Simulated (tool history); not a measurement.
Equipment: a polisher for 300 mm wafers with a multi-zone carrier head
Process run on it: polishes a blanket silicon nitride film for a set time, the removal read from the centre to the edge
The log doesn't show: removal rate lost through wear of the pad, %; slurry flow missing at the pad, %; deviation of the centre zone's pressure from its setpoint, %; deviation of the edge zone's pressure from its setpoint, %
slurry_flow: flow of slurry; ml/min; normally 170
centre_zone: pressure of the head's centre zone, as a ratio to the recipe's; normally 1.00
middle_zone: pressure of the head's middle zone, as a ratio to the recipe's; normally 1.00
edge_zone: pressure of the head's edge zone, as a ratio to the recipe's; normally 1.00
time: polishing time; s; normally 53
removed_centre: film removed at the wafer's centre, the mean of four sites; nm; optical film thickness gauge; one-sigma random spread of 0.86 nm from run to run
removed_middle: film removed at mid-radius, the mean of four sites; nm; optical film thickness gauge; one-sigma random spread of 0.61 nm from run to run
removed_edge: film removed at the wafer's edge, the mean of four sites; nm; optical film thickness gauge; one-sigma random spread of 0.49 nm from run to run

| run | hour | slurry_flow | centre_zone | middle_zone | edge_zone | time | wafers since the last listed run | wafers polished on this pad | hours since the slurry nozzle was cleaned | hours since the centre zone pressure was calibrated | hours since the edge zone pressure was calibrated | hours since the carrier head's membrane was replaced | incoming thickness of the incoming film, nm | removed_centre | removed_middle | removed_edge |
|---|---|---|---|---|---|---|---|---|---|---|---|---|---|---|---|---|
| 1 | 0.0 | 170 | 1.00 | 1.00 | 1.07 | 53 | 0 | 1421 | 132.0 | 786.7 | 389.1 | 321.1 | 883.6 | 74.7 | 74.2 | 76.1 |
| 2 | 68.8 | 170 | 1.00 | 1.00 | 1.07 | 53 | 584 | 2006 | 200.8 | 855.5 | 457.9 | 389.9 | 875.4 | 74.3 | 71.2 | 76.8 |
| 3 | 125.2 | 170 | 1.00 | 0.96 | 1.09 | 53 | 479 | 2485 | 257.2 | 911.9 | 514.3 | 446.3 | 888.4 | 74.2 | 69.6 | 76.7 |
| 4 | 172.1 | 170 | 1.00 | 0.96 | 1.09 | 53 | 398 | 2884 | 304.1 | 958.8 | 561.2 | 493.2 | 876.8 | 74.1 | 69.5 | 75.6 |
| 5 | 239.9 | 170 | 1.00 | 0.96 | 1.09 | 53 | 576 | 3460 | 371.9 | 1026.6 | 629.0 | 561.0 | 883.5 | 71.9 | 68.7 | 75.5 |
|  | 252.0 | worn pad replaced by a new one |
|  | 273.9 | slurry nozzle cleaned |
| 6 | 327.9 | 170 | 1.00 | 1.00 | 1.00 | 49 | 705 | 636 | 54.0 | 1114.6 | 717.0 | 649.0 | 888.8 | 63.1 | 62.4 | 63.1 |
| 7 | 383.2 | 170 | 1.00 | 1.00 | 1.00 | 49 | 470 | 1107 | 109.3 | 1169.9 | 772.3 | 704.3 | 889.0 | 62.6 | 61.6 | 63.2 |
| 8 | 466.6 | 170 | 1.00 | 1.00 | 1.00 | 53 | 708 | 1815 | 192.7 | 1253.3 | 855.7 | 787.7 | 879.6 | 68.1 | 65.9 | 66.8 |
| 9 | 534.7 | 170 | 1.00 | 1.00 | 1.00 | 53 | 578 | 2394 | 260.8 | 1321.4 | 923.8 | 855.8 | 871.9 | 67.0 | 65.8 | 65.6 |
|  | 560.5 | edge zone pressure recalibrated |
| 10 | 586.6 | 170 | 0.97 | 1.00 | 1.04 | 53 | 424 | 2818 | 312.7 | 1373.3 | 26.1 | 907.7 | 877.3 | 63.7 | 64.7 | 66.7 |
|  | 608.4 | centre zone pressure recalibrated |
|  | 608.4 | carrier head's membrane replaced by a new one |
|  | 647.9 | worn pad replaced by a new one, repeated, since the last time left the tool worse |
| 11 | 655.2 | 170 | 1.00 | 1.00 | 1.00 | 53 | 531 | 62 | 381.3 | 46.8 | 94.7 | 46.8 | 874.4 | 77.8 | 75.3 | 76.8 |
|  | 719.9 | slurry nozzle cleaned |
| 12 | 813.1 | 170 | 1.00 | 1.00 | 0.97 | 53 | 1333 | 1395 | 93.2 | 204.7 | 252.6 | 204.7 | 881.8 | 74.6 | 74.0 | 74.5 |
| 13 | 876.6 | 185 | 1.00 | 1.00 | 1.00 | 53 | 539 | 1935 | 156.7 | 268.2 | 316.1 | 268.2 | 871.5 | 76.4 | 74.5 | 74.4 |
| 14 | 937.8 | 170 | 1.00 | 1.00 | 1.00 | 53 | 520 | 2455 | 217.9 | 329.4 | 377.3 | 329.4 | 866.8 | 73.9 | 72.4 | 73.9 |
| 15 | 1044.2 | 215 | 1.07 | 1.00 | 1.04 | 53 | 904 | 3360 | 324.3 | 435.8 | 483.7 | 435.8 | 863.4 | 81.0 | 74.1 | 75.3 |
|  | 1070.2 | worn pad replaced by a new one |
|  | 1150.7 | slurry nozzle cleaned |
| 16 | 1272.4 | 170 | 1.00 | 1.00 | 1.00 | 53 | 1897 | 1710 | 121.7 | 664.0 | 711.9 | 664.0 | 873.9 | 75.2 | 73.2 | 75.3 |
|  | 1352.7 | edge zone pressure recalibrated |
| 17 | 1370.2 | 170 | 1.00 | 1.00 | 1.00 | 42 | 814 | 2524 | 219.5 | 761.8 | 17.5 | 761.8 | 884.5 | 58.9 | 57.6 | 58.2 |
| 18 | 1408.3 | 170 | 1.07 | 0.97 | 1.00 | 35 | 323 | 2848 | 257.6 | 799.9 | 55.6 | 799.9 | 886.9 | 51.6 | 46.1 | 48.4 |
|  | 1436.2 | worn pad replaced by a new one |
| 19 | 1480.0 | 170 | 1.00 | 1.00 | 1.00 | 53 | 575 | 372 | 329.3 | 871.6 | 127.3 | 871.6 | 879.6 | 76.0 | 75.2 | 75.8 |
|  | 1482.7 | slurry nozzle cleaned |
| 20 | 1583.4 | 170 | 1.00 | 1.04 | 1.00 | 53 | 870 | 1242 | 100.7 | 975.0 | 230.7 | 975.0 | 875.8 | 76.9 | 76.9 | 76.0 |
| 21 | 1639.9 | 170 | 1.04 | 1.00 | 1.00 | 60 | 480 | 1722 | 157.2 | 1031.5 | 287.2 | 1031.5 | 882.6 | 90.8 | 82.5 | 85.2 |
| 22 | 1725.6 | 170 | 1.00 | 1.00 | 1.08 | 53 | 728 | 2451 | 242.9 | 1117.2 | 372.9 | 1117.2 | 876.1 | 73.6 | 73.1 | 76.8 |
|  | 1730.9 | carrier head's membrane replaced by a new one |
| 23 | 1764.9 | 170 | 1.00 | 1.00 | 0.90 | 53 | 291 | 2742 | 282.2 | 1156.5 | 412.2 | 34.0 | 872.0 | 73.5 | 72.4 | 70.3 |

3 ways to go on from here, each from the tool as it stands after run 23. What would each give?
| A | 1765.3 | 170 | 1.09 | 1.00 | 1.00 | 53 | 3 | 2746 | 282.6 | 1156.9 | 412.6 | 34.4 | 866.9 | ? | ? | ? |
| B | 1765.3 | 170 | 1.00 | 1.00 | 1.00 | 39 | 3 | 2746 | 282.6 | 1156.9 | 412.6 | 34.4 | 866.9 | ? | ? | ? |
| C | 1765.3 | 125 | 1.08 | 1.00 | 1.06 | 53 | 3 | 2746 | 282.6 | 1156.9 | 412.6 | 34.4 | 866.9 | ? | ? | ? |

| run | removed_centre | removed_middle | removed_edge |
|---|---|---|---|
| A | 80.5 | 72.2 | 74.1 |
| B | 54.6 | 53.1 | 54.5 |
| C | 75.9 | 69.0 | 73.7 |
Take away the tool's hidden state, keep each run's random variation, and the runs would have read:
| run | removed_centre | removed_middle | removed_edge |
|---|---|---|---|
| A | 84.2 | 75.5 | 77.5 |
| B | 57.1 | 55.6 | 57.0 |
| C | 79.4 | 72.2 | 77.1 |
